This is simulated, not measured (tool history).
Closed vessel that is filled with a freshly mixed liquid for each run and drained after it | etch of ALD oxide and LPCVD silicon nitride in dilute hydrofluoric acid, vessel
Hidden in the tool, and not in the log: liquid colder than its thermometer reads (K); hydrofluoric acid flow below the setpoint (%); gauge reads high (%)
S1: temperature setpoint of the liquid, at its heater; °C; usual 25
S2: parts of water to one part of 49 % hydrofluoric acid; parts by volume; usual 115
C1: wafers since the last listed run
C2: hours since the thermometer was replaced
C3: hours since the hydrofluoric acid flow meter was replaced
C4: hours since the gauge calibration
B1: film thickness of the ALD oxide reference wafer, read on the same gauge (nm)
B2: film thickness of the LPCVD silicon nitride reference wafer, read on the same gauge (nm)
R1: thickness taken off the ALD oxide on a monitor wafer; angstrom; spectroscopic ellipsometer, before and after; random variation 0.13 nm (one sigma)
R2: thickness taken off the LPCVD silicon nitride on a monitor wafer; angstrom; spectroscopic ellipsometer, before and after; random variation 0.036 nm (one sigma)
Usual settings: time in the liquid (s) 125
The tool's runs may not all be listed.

run 1 hour=0 | S1=25 S2=115 time_in_the_liquid_(s)=125 | C1=0 C2=800.3 C3=859.3 C4=52.9 | B1=139.99 B2=100.005 | R1=211.3 R2=6.09
run 2 hour=30.8 | S1=25 S2=115 time_in_the_liquid_(s)=125 | C1=3555 C2=831.1 C3=890.1 C4=83.7 | B1=140.01 B2=100.009 | R1=212.9 R2=6.69
run 3 hour=133.8 | S1=25 S2=115 time_in_the_liquid_(s)=125 | C1=11890 C2=934.1 C3=993.1 C4=186.7 | B1=140 B2=99.994 | R1=211.3 R2=5.96
run 4 hour=235.3 | S1=21.5 S2=70 time_in_the_liquid_(s)=125 | C1=11717 C2=1035.6 C3=1094.6 C4=288.2 | B1=139.97 B2=99.967 | R1=318.7 R2=7.7
run 5 hour=264.1 | S1=21.5 S2=70 time_in_the_liquid_(s)=125 | C1=3324 C2=1064.4 C3=1123.4 C4=317 | B1=139.99 B2=99.991 | R1=320.6 R2=7.73
run 6 hour=286.4 | S1=21.5 S2=70 time_in_the_liquid_(s)=125 | C1=2574 C2=1086.7 C3=1145.7 C4=339.3 | B1=139.99 B2=100.012 | R1=313.2 R2=8.24
run 7 hour=301.3 | S1=25 S2=100 time_in_the_liquid_(s)=125 | C1=1720 C2=1101.6 C3=1160.6 C4=354.2 | B1=140 B2=99.964 | R1=243.3 R2=6.65
-- hour=328.5 hydrofluoric acid flow meter replaced
run 8 hour=335.3 | S1=25 S2=115 time_in_the_liquid_(s)=125 | C1=3809 C2=1135.6 C3=6.8 C4=388.2 | B1=139.98 B2=100.018 | R1=210.6 R2=5.68
run 9 hour=367.7 | S1=25 S2=115 time_in_the_liquid_(s)=125 | C1=3740 C2=1168 C3=39.2 C4=420.6 | B1=140.02 B2=99.954 | R1=213.2 R2=6.09
run 10 hour=380.9 | S1=25 S2=70 time_in_the_liquid_(s)=75 | C1=1523 C2=1181.2 C3=52.4 C4=433.8 | B1=140 B2=100.027 | R1=217.3 R2=6.34
run 11 hour=395.1 | S1=23 S2=80 time_in_the_liquid_(s)=190 | C1=1639 C2=1195.4 C3=66.6 C4=448 | B1=139.99 B2=100.007 | R1=440.4 R2=11.02
-- hour=424 gauge calibrated
run 12 hour=473.8 | S1=25 S2=115 time_in_the_liquid_(s)=175 | C1=9085 C2=1274.1 C3=145.3 C4=49.8 | B1=140 B2=99.962 | R1=296.6 R2=7.13
-- hour=480.5 thermometer replaced
run 13 hour=504.7 | S1=25 S2=115 time_in_the_liquid_(s)=125 | C1=3451 C2=24.2 C3=176.2 C4=80.7 | B1=140 B2=99.982 | R1=207.6 R2=5.49
run 14 hour=537.4 | S1=28 S2=165 time_in_the_liquid_(s)=50 | C1=3774 C2=56.9 C3=208.9 C4=113.4 | B1=140.01 B2=100.017 | R1=61.3 R2=2.03
run 15 hour=550.4 | S1=25 S2=115 time_in_the_liquid_(s)=90 | C1=1500 C2=69.9 C3=221.9 C4=126.4 | B1=139.99 B2=99.978 | R1=152.2 R2=4.17
run 16 hour=578.2 | S1=29.5 S2=90 time_in_the_liquid_(s)=180 | C1=3209 C2=97.7 C3=249.7 C4=154.2 | B1=140 B2=100.011 | R1=479.4 R2=14.85
run 17 hour=607.2 | S1=22 S2=75 time_in_the_liquid_(s)=175 | C1=3347 C2=126.7 C3=278.7 C4=183.2 | B1=140 B2=99.968 | R1=422.6 R2=9.92
run 18 hour=637.9 | S1=25 S2=115 time_in_the_liquid_(s)=125 | C1=3544 C2=157.4 C3=309.4 C4=213.9 | B1=140.02 B2=100.061 | R1=210 R2=5.62

Forecast each of these 5 alternatives for the next run:
run A hour=638.6 | S1=25 S2=155 time_in_the_liquid_(s)=125 | C1=80 C2=158.1 C3=310.1 C4=214.6 | B1=? B2=? | R1=? R2=?
run B hour=638.6 | S1=22 S2=155 time_in_the_liquid_(s)=175 | C1=80 C2=158.1 C3=310.1 C4=214.6 | B1=? B2=? | R1=? R2=?
run C hour=638.6 | S1=27.5 S2=85 time_in_the_liquid_(s)=65 | C1=80 C2=158.1 C3=310.1 C4=214.6 | B1=? B2=? | R1=? R2=?
run D hour=638.6 | S1=21 S2=115 time_in_the_liquid_(s)=125 | C1=80 C2=158.1 C3=310.1 C4=214.6 | B1=? B2=? | R1=? R2=?
run E hour=638.6 | S1=22.5 S2=165 time_in_the_liquid_(s)=50 | C1=80 C2=158.1 C3=310.1 C4=214.6 | B1=? B2=? | R1=? R2=?

run=A B1=140.01 B2=100.013 R1=148.7 R2=4.54
run=B B1=140.01 B2=100.013 R1=185.5 R2=5.24
run=C B1=140.01 B2=100.013 R1=169.4 R2=5.05
run=D B1=140.01 B2=100.013 R1=179.4 R2=4.69
run=E B1=140.01 B2=100.013 R1=50.2 R2=1.45
Without the tool's hidden state the same runs would have given:
run=A R1=148.7 R2=4.54
run=B R1=185.5 R2=5.24
run=C R1=169.4 R2=5.05
run=D R1=179.4 R2=4.69
run=E R1=50.2 R2=1.45
